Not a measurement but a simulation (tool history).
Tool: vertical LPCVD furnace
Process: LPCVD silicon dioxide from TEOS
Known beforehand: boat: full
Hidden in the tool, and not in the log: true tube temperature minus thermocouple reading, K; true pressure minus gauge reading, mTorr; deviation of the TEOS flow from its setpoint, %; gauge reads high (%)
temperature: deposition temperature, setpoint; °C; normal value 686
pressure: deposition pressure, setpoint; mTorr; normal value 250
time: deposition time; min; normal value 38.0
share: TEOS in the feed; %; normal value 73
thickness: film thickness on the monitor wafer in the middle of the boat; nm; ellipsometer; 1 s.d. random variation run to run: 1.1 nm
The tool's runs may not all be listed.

run   hour  temperature  pressure  time  share  wafers since the last listed run  hours since the last temperature calibration  hours since the pressure gauge was zeroed  hours since the TEOS flow controller was replaced  hours since the gauge calibration  read-back reference wafer on the same gauge, thickness  thickness
  1    0.0          686       250  38.0     73                                 0                                        2843.7                                     1323.0                                             2732.9                              259.7                                                  210.32     199.03
  2   32.2          686       250  38.0     73                               475                                        2875.9                                     1355.2                                             2765.1                              291.9                                                  209.88     202.00
  3   60.3          686       250  38.0     73                               415                                        2904.0                                     1383.3                                             2793.2                              320.0                                                  209.94     200.42
  4   73.5          686       230  38.0     73                               194                                        2917.2                                     1396.5                                             2806.4                              333.2                                                  210.29     190.13
  5  104.2          686       230  38.0     73                               453                                        2947.9                                     1427.2                                             2837.1                              363.9                                                  209.80     193.64
     130.6  -- TEOS flow controller replaced
  6  131.1          686       230  38.0     73                                42                                        2974.8                                     1454.1                                                0.5                              390.8                                                  209.73     189.78
  7  135.9          681       250  38.0     73                                70                                        2979.6                                     1458.9                                                5.3                              395.6                                                  209.80     176.43
  8  163.1          686       265  38.0     73                               401                                        3006.8                                     1486.1                                               32.5                              422.8                                                  209.83     205.19
  9  191.7          686       200  38.0     73                               422                                        3035.4                                     1514.7                                               61.1                              451.4                                                  210.04     179.22
 10  216.3          686       250  24.5     73                               363                                        3060.0                                     1539.3                                               85.7                              476.0                                                  210.20     129.25
 11  249.7          678       190  47.0     79                               493                                        3093.4                                     1572.7                                              119.1                              509.4                                                  209.74     185.62
 12  267.9          686       195  38.0     63                               268                                        3111.6                                     1590.9                                              137.3                              527.6                                                  210.02     163.89
 13  300.8          695       250  30.0     61                               485                                        3144.5                                     1623.8                                              170.2                              560.5                                                  210.10     179.83
 14  324.5          686       250  38.0     80                               350                                        3168.2                                     1647.5                                              193.9                              584.2                                                  210.03     208.50
 15  339.5          675       190  48.5     60                               221                                        3183.2                                     1662.5                                              208.9                              599.2                                                  209.95     155.67
     365.2  -- gauge calibrated
     384.2  -- thermocouples replaced and temperature profile calibrated
 16  384.7          686       250  38.0     73                               313                                           0.5                                     1707.7                                              254.1                               19.5                                                  209.71     210.57
 17  396.2          686       210  38.0     83                               169                                          12.0                                     1719.2                                              265.6                               31.0                                                  210.12     207.13
 18  419.6          692       250  38.0     64                               345                                          35.4                                     1742.6                                              289.0                               54.4                                                  210.08     227.93
     453.2  -- pressure gauge zeroed
 19  453.7          674       250  38.0     58                               149                                          69.5                                        0.5                                              323.1                               88.5                                                  210.35     141.57
 20  459.9          676       250  29.5     73                                91                                          75.7                                        6.7                                              329.3                               94.7                                                  209.70     130.28
 21  494.0          695       250  38.0     65                               503                                         109.8                                       40.8                                              363.4                              128.8                                                  210.27     247.87
 22  509.7          686       220  24.0     73                               231                                         125.5                                       56.5                                              379.1                              144.5                                                  209.98     125.90
 23  524.1          686       285  38.0     73                               212                                         139.9                                       70.9                                              393.5                              158.9                                                  210.08     228.12
     559.0  -- thermocouples replaced and temperature profile calibrated, repeated, since the last time left the tool worse
 24  559.5          686       250  38.0     73                               168                                           0.5                                      106.3                                              428.9                              194.3                                                  209.87     189.37
 25  572.8          686       250  49.0     73                               196                                          13.8                                      119.6                                              442.2                              207.6                                                  210.03     243.98
 26  588.3          686       250  38.0     73                               228                                          29.3                                      135.1                                              457.7                              223.1                                                  209.62     188.41
 27  604.3          681       275  46.5     73                               236                                          45.3                                      151.1                                              473.7                              239.1                                                  210.15     215.28
 28  634.0          696       190  38.0     66                               438                                          75.0                                      180.8                                              503.4                              268.8                                                  209.89     199.05
 29  654.2          690       250  27.0     73                               298                                          95.2                                      201.0                                              523.6                              289.0                                                  210.23     149.15
 30  686.9          697       250  26.0     73                               482                                         127.9                                      233.7                                              556.3                              321.7                                                  209.66     171.21
 31  718.5          686       250  38.0     73                               466                                         159.5                                      265.3                                              587.9                              353.3                                                  209.83     192.04

Here are 4 independent what-if runs from the current tool condition. What would each one return?
  A  723.4          686       250  38.0     73                                72                                         164.4                                      270.2                                              592.8                              358.2                                                       ?          ?
  B  723.4          698       285  26.0     67                                72                                         164.4                                      270.2                                              592.8                              358.2                                                       ?          ?
  C  723.4          675       250  38.0     64                                72                                         164.4                                      270.2                                              592.8                              358.2                                                       ?          ?
  D  723.4          686       250  46.0     80                                72                                         164.4                                      270.2                                              592.8                              358.2                                                       ?          ?

run  read-back reference wafer on the same gauge, thickness  thickness
  A                                                  210.13     190.47
  B                                                  210.13     177.01
  C                                                  210.13     136.65
  D                                                  210.13     241.37
Without the tool's unlogged condition, the same runs would have read:
run  thickness
  A     188.38
  B     175.11
  C     135.11
  D     238.72

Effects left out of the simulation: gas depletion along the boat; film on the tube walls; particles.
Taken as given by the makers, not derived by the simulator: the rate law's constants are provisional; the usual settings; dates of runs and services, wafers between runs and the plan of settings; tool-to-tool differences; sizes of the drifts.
